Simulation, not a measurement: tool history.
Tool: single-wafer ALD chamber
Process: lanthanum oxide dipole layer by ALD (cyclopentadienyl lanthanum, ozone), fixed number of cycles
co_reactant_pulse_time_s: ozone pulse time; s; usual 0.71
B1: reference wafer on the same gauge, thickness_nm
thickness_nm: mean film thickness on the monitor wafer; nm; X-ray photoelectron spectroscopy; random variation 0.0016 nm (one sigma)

{"run": 1, "hour": 0.0, "co_reactant_pulse_time_s": 0.52, "B1": 0.497, "thickness_nm": 0.295}
{"run": 2, "hour": 19.1, "co_reactant_pulse_time_s": 0.52, "B1": 0.497, "thickness_nm": 0.295}
{"run": 3, "hour": 47.5, "co_reactant_pulse_time_s": 0.71, "B1": 0.497, "thickness_nm": 0.429}
{"run": 4, "hour": 75.3, "co_reactant_pulse_time_s": 0.71, "B1": 0.497, "thickness_nm": 0.433}
{"run": 5, "hour": 89.5, "co_reactant_pulse_time_s": 0.78, "B1": 0.497, "thickness_nm": 0.466}
{"run": 6, "hour": 110.7, "co_reactant_pulse_time_s": 0.78, "B1": 0.497, "thickness_nm": 0.47}
{"run": 7, "hour": 146.4, "co_reactant_pulse_time_s": 0.5, "B1": 0.497, "thickness_nm": 0.274}
{"run": 8, "hour": 176.1, "co_reactant_pulse_time_s": 0.5, "B1": 0.497, "thickness_nm": 0.275}
{"hour": 245.3, "done": "ozone generator serviced"}
{"run": 9, "hour": 245.8, "co_reactant_pulse_time_s": 0.5, "B1": 0.497, "thickness_nm": 0.316}
{"run": 10, "hour": 266.8, "co_reactant_pulse_time_s": 0.51, "B1": 0.497, "thickness_nm": 0.327}
{"run": 11, "hour": 287.8, "co_reactant_pulse_time_s": 0.79, "B1": 0.497, "thickness_nm": 0.51}
{"hour": 290.9, "done": "gauge calibrated"}
{"run": 12, "hour": 301.3, "co_reactant_pulse_time_s": 0.53, "B1": 0.497, "thickness_nm": 0.342}
{"hour": 332.1, "done": "showerhead replaced"}
{"run": 13, "hour": 332.6, "co_reactant_pulse_time_s": 0.92, "B1": 0.497, "thickness_nm": 0.551}
{"run": 14, "hour": 342.8, "co_reactant_pulse_time_s": 0.71, "B1": 0.497, "thickness_nm": 0.466}
{"run": 15, "hour": 366.4, "co_reactant_pulse_time_s": 0.47, "B1": 0.497, "thickness_nm": 0.273}
{"run": 16, "hour": 381.4, "co_reactant_pulse_time_s": 0.43, "B1": 0.497, "thickness_nm": 0.223}
{"hour": 405.8, "done": "thermocouple changed; heater temperature recalibrated"}
{"run": 17, "hour": 417.2, "co_reactant_pulse_time_s": 0.71, "B1": 0.497, "thickness_nm": 0.461}
{"run": 18, "hour": 432.9, "co_reactant_pulse_time_s": 0.44, "B1": 0.497, "thickness_nm": 0.233}
{"run": 19, "hour": 460.7, "co_reactant_pulse_time_s": 0.8, "B1": 0.497, "thickness_nm": 0.501}
{"run": 20, "hour": 474.2, "co_reactant_pulse_time_s": 0.5, "B1": 0.497, "thickness_nm": 0.3}
{"run": 21, "hour": 507.2, "co_reactant_pulse_time_s": 0.71, "B1": 0.497, "thickness_nm": 0.457}

The tool's hidden state at each run:
wafer temperature above the value expected at the setpoint (K): 0 in every run
gauge reads high (%): 0 in every run
H1: ozone dose above that of a generator just serviced (%)
run=1 H1=-10.9
run=2 H1=-10.9
run=3 H1=-11
run=4 H1=-11
run=5 H1=-11
run=6 H1=-11.1
run=7 H1=-11.1
run=8 H1=-11.1
run=9 H1=-0.602
run=10 H1=-1.11
run=11 H1=-1.6
run=12 H1=-1.9
run=13 H1=-2.56
run=14 H1=-2.76
run=15 H1=-3.22
run=16 H1=-3.5
run=17 H1=-4.13
run=18 H1=-4.39
run=19 H1=-4.82
run=20 H1=-5.03
run=21 H1=-5.5
